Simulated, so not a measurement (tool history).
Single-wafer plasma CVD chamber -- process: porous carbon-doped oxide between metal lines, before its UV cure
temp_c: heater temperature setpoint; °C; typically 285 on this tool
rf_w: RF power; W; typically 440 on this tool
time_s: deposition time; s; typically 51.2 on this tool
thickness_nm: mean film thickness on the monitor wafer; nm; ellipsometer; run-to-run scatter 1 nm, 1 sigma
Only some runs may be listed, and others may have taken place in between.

| run | hour | temp_c | rf_w | time_s | read-back reference wafer on the same gauge, thickness_nm | thickness_nm |
|---|---|---|---|---|---|---|
| 1 | 0 | 285 | 490 | 51.2 | 231.031 | 286.119 |
|  | 167.2 | thermocouple changed; heater temperature recalibrated |
| 2 | 170.4 | 285 | 490 | 51.2 | 231.184 | 286.066 |
| 3 | 206.5 | 285 | 490 | 51.2 | 230.984 | 284.504 |
| 4 | 311.5 | 282 | 440 | 44.6 | 230.979 | 231.194 |
|  | 371.1 | gauge calibrated |
| 5 | 379.6 | 282 | 440 | 44.6 | 230.991 | 231.892 |
| 6 | 466.1 | 285 | 375 | 51.2 | 230.914 | 226.095 |
|  | 485.3 | RF generator calibrated |
| 7 | 563.9 | 285 | 375 | 51.2 | 231.053 | 235.455 |
| 8 | 662 | 285 | 440 | 46.8 | 230.805 | 246.312 |
| 9 | 765.5 | 285 | 440 | 46.8 | 231.327 | 244.603 |
| 10 | 813.8 | 285 | 440 | 46.8 | 231.011 | 244.155 |
|  | 850.4 | showerhead replaced |
| 11 | 1092.6 | 285 | 440 | 51.2 | 230.97 | 264.31 |
| 12 | 1149 | 285 | 440 | 51.2 | 231.023 | 265.284 |
| 13 | 1228.5 | 285 | 440 | 51.2 | 231.071 | 264.102 |
| 14 | 1509.3 | 280 | 440 | 51.2 | 231 | 270.461 |
| 15 | 1599.5 | 285 | 440 | 61 | 231.158 | 313.799 |
| 16 | 1686.5 | 299 | 515 | 55.5 | 230.917 | 298.644 |
| 17 | 1781.7 | 285 | 440 | 44.2 | 230.992 | 225.924 |
| 18 | 1879.4 | 285 | 440 | 43.5 | 230.806 | 223.551 |
|  | 1913 | thermocouple changed; heater temperature recalibrated |
| 19 | 1956.2 | 282 | 440 | 44.6 | 230.702 | 232.304 |
| 20 | 1999.5 | 281 | 365 | 51.2 | 230.86 | 226.413 |
|  | 2038.2 | RF generator calibrated |
| 21 | 2064.9 | 285 | 440 | 51.2 | 231.058 | 270.631 |
|  | 2097.9 | gauge calibrated |
| 22 | 2175.2 | 285 | 440 | 51.2 | 231.159 | 268.374 |
| 23 | 2220.9 | 274 | 485 | 59 | 230.972 | 354.062 |
| 24 | 2319.7 | 294 | 440 | 58.4 | 231.19 | 287.95 |
| 25 | 2422.5 | 295 | 475 | 43.8 | 231.024 | 229.268 |
| 26 | 2527.9 | 285 | 440 | 51.2 | 231.13 | 264.101 |
| 27 | 2632.3 | 285 | 440 | 59 | 230.939 | 299.988 |
| 28 | 2708 | 295 | 510 | 56.9 | 231.275 | 310.472 |

3 options for the next run, each taken on its own from the tool as it stands now. Forecast them:
| A | 2708.4 | 297 | 440 | 51.2 | ? | ? |
| B | 2708.4 | 285 | 485 | 51.2 | ? | ? |
| C | 2708.4 | 270 | 405 | 51.2 | ? | ? |

| run | read-back reference wafer on the same gauge, thickness_nm | thickness_nm |
|---|---|---|
| A | 230.91 | 245.914 |
| B | 230.91 | 284.703 |
| C | 230.91 | 264.975 |
Without the tool's unlogged condition, the same runs would have read:
| run | thickness_nm |
|---|---|
| A | 257.326 |
| B | 296.156 |
| C | 277.401 |
